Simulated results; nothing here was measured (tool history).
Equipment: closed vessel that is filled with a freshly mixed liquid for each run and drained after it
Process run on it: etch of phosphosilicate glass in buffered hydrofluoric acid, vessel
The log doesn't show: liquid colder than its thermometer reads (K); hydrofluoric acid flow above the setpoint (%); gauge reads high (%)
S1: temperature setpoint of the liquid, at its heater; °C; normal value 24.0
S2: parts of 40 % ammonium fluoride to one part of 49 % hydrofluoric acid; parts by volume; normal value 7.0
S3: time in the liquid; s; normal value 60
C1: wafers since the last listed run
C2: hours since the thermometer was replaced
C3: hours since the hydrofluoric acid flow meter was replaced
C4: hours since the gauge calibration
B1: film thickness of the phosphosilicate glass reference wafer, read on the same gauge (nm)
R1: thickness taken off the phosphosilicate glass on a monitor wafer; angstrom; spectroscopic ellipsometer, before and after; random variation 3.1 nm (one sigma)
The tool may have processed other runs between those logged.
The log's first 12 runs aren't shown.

run   hour    S1   S2  S3    C1      C2     C3      C4     B1      R1
 13  300.6  24.0  7.0  60  1332  2224.0  517.5   935.4  30.01  3880.5
 14  330.0  24.0  7.0  60  2881  2253.4  546.9   964.8  30.04  3880.8
 15  346.7  27.5  8.0  95  1636  2270.1  563.6   981.5  30.03  6364.7
     355.7  -- hydrofluoric acid flow meter replaced
 16  366.6  24.0  7.0  60  1852  2290.0   10.9  1001.4  29.98  3846.4
     367.6  -- gauge calibrated
 17  387.4  22.5  9.0  30  2038  2310.8   31.7    19.8  30.02  1345.9
 18  411.5  24.0  7.0  80  2361  2334.9   55.8    43.9  29.99  5132.9
     430.7  -- thermometer replaced
 19  442.9  27.0  9.5  95  2979    12.2   87.2    75.3  30.00  6058.8
 20  471.3  26.0  5.0  60  2783    40.6  115.6   103.7  29.99  6509.9
 21  506.7  24.0  7.0  40  3469    76.0  151.0   139.1  30.01  2978.5
 22  530.3  27.0  7.0  60  2312    99.6  174.6   162.7  30.01  5203.0
 23  555.6  24.0  7.0  60  2479   124.9  199.9   188.0  30.01  4383.4
 24  576.5  24.0  7.0  80  2048   145.8  220.8   208.9  30.04  5844.0

Estimate the outcome of run 25 from the log above:
 25  606.1  24.0  7.0  45  2900  175.4  250.4  238.5   ?   ?

B1: 30.01
R1: 3283.4 angstrom
With the hidden condition absent and the run-to-run variation left alone, this run would have shown R1 3379.7 angstrom.
